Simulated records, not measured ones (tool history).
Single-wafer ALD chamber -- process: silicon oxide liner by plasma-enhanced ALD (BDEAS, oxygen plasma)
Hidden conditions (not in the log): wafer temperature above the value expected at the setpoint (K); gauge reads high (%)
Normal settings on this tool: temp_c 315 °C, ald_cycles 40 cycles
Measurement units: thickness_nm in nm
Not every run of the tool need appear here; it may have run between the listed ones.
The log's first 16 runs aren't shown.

| run | day | temp_c | ald_cycles | wafers since the last listed run | hours since the last thermocouple change | hours since the gauge calibration | read-back reference wafer on the same gauge, thickness_nm | thickness_nm |
|---|---|---|---|---|---|---|---|---|
| 17 | 8.246 | 315 | 40 | 115 | 770.9 | 399.2 | 3.843 | 3.634 |
| 18 | 8.742 | 303 | 40 | 136 | 782.8 | 411.1 | 3.846 | 3.677 |
| 19 | 9.212 | 303 | 40 | 130 | 794.1 | 422.4 | 3.844 | 3.646 |
| 20 | 9.646 | 303 | 40 | 119 | 804.5 | 432.8 | 3.845 | 3.673 |
|  | 10.138 | gauge calibrated |
| 21 | 10.846 | 315 | 44 | 331 | 833.3 | 17 | 3.887 | 4.016 |
| 22 | 11.492 | 300 | 37 | 178 | 848.8 | 32.5 | 3.882 | 3.442 |
| 23 | 11.758 | 315 | 45 | 73 | 855.2 | 38.9 | 3.88 | 4.1 |
| 24 | 12.362 | 325 | 43 | 166 | 869.7 | 53.4 | 3.875 | 3.856 |
| 25 | 12.942 | 325 | 40 | 159 | 883.6 | 67.3 | 3.869 | 3.585 |
| 26 | 13.408 | 315 | 34 | 128 | 894.8 | 78.5 | 3.867 | 3.092 |
| 27 | 14.138 | 301 | 40 | 201 | 912.3 | 96 | 3.861 | 3.681 |
| 28 | 14.458 | 315 | 43 | 88 | 920 | 103.7 | 3.859 | 3.916 |
| 29 | 15.042 | 322 | 35 | 161 | 934 | 117.7 | 3.858 | 3.154 |
| 30 | 15.421 | 315 | 40 | 104 | 943.1 | 126.8 | 3.853 | 3.618 |
|  | 16.158 | thermocouple changed; heater temperature recalibrated |
| 31 | 16.179 | 323 | 33 | 117 | 0.5 | 145 | 3.849 | 2.963 |
| 32 | 16.354 | 305 | 47 | 48 | 4.7 | 149.2 | 3.853 | 4.303 |
| 33 | 16.967 | 320 | 42 | 169 | 19.4 | 163.9 | 3.849 | 3.759 |
| 34 | 17.6 | 322 | 43 | 174 | 34.6 | 179.1 | 3.847 | 3.852 |
| 35 | 18.242 | 315 | 37 | 177 | 50 | 194.5 | 3.845 | 3.346 |
| 36 | 18.525 | 308 | 34 | 78 | 56.8 | 201.3 | 3.845 | 3.104 |
| 37 | 18.846 | 307 | 45 | 88 | 64.5 | 209 | 3.844 | 4.102 |
| 38 | 19.442 | 306 | 40 | 164 | 78.8 | 223.3 | 3.843 | 3.654 |
| 39 | 19.971 | 315 | 40 | 146 | 91.5 | 236 | 3.843 | 3.587 |
| 40 | 20.542 | 305 | 33 | 157 | 105.2 | 249.7 | 3.839 | 3.033 |

Branching from run 40: 3 alternative next runs. What would each branch give?
| A | 20.562 | 315 | 40 | 5 | 105.7 | 250.2 | ? | ? |
| B | 20.562 | 315 | 33 | 5 | 105.7 | 250.2 | ? | ? |
| C | 20.562 | 315 | 38 | 5 | 105.7 | 250.2 | ? | ? |

| run | read-back reference wafer on the same gauge, thickness_nm | thickness_nm |
|---|---|---|
| A | 3.841 | 3.603 |
| B | 3.841 | 2.973 |
| C | 3.841 | 3.423 |
Without the tool's unlogged condition, the same runs would have read:
| run | thickness_nm |
|---|---|
| A | 3.67 |
| B | 3.027 |
| C | 3.486 |

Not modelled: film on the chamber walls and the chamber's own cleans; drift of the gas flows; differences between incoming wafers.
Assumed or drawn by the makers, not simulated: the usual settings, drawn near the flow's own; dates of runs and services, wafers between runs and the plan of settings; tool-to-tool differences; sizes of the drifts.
